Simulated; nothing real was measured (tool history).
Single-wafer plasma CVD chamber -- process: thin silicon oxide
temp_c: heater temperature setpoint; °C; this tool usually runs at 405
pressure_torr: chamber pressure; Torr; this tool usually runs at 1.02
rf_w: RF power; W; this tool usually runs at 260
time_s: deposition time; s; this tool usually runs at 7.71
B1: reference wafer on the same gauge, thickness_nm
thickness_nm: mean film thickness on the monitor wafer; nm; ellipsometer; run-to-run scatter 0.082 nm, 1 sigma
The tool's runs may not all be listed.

Run 1, hour 0: usual settings; B1 14.596. Result: thickness_nm 15.092 nm.
Run 2, hour 73.7: usual settings but time_s 6.94 s; B1 14.604. Result: thickness_nm 13.39 nm.
Run 3, hour 126.5: usual settings but time_s 6.94 s; B1 14.596. Result: thickness_nm 13.538 nm.
Run 4, hour 196.1: usual settings but time_s 6.94 s; B1 14.593. Result: thickness_nm 13.402 nm.
Run 5, hour 309.2: usual settings but pressure_torr 1.1 Torr; B1 14.614. Result: thickness_nm 15.379 nm.
At hour 397.2: RF generator calibrated.
At hour 408.3: capacitance manometer re-zeroed and calibrated.
Run 6, hour 408.8: usual settings; B1 14.61. Result: thickness_nm 15.909 nm.
Run 7, hour 446.5: usual settings; B1 14.597. Result: thickness_nm 15.945 nm.
At hour 485.1: showerhead replaced.
Run 8, hour 500.2: usual settings but pressure_torr 0.86 Torr, time_s 6.62 s; B1 14.608. Result: thickness_nm 11.986 nm.
Run 9, hour 604.9: usual settings but pressure_torr 1.09 Torr; B1 14.597. Result: thickness_nm 16.328 nm.
At hour 642.9: thermocouple changed; heater temperature recalibrated.
Run 10, hour 694.6: usual settings but pressure_torr 1.14 Torr, rf_w 275 W; B1 14.598. Result: thickness_nm 17.273 nm.
Run 11, hour 800.1: usual settings but time_s 8.56 s; B1 14.598. Result: thickness_nm 17.01 nm.
Run 12, hour 843.8: usual settings but temp_c 416 °C, pressure_torr 1.09 Torr; B1 14.611. Result: thickness_nm 15.976 nm.
At hour 908: gauge calibrated.
Run 13, hour 942.2: usual settings but rf_w 220 W; B1 14.611. Result: thickness_nm 13.634 nm.
Run 14, hour 1045.1: usual settings but temp_c 413 °C, pressure_torr 1.15 Torr, rf_w 245 W, time_s 8.68 s; B1 14.582. Result: thickness_nm 17.552 nm.
Run 15, hour 1148.4: usual settings; B1 14.601. Result: thickness_nm 14.756 nm.

A few steps of thickness_nm between consecutive runs. Split each: what settings, incoming material and random variation would produce without the hidden state, and what is left over for the hidden state, along with gauge scatter present in only one of the two compared results (measured, and without hidden state):
Unlogged tool condition in this case: wafer temperature above the value expected at the setpoint (K); delivered RF power above the setpoint (%); true pressure above the setpoint (%); gauge reads high (%).
Run 5 -> 6: pressure_torr 1.1 -> 1.02, RF generator calibrated, capacitance manometer re-zeroed and calibrated. thickness_nm +0.53 nm: hidden state +1.38, all else -0.85.
Run 8 -> 9: pressure_torr 0.86 -> 1.09, time_s 6.62 -> 7.71. thickness_nm +4.342 nm: hidden state -0.237, all else +4.579.

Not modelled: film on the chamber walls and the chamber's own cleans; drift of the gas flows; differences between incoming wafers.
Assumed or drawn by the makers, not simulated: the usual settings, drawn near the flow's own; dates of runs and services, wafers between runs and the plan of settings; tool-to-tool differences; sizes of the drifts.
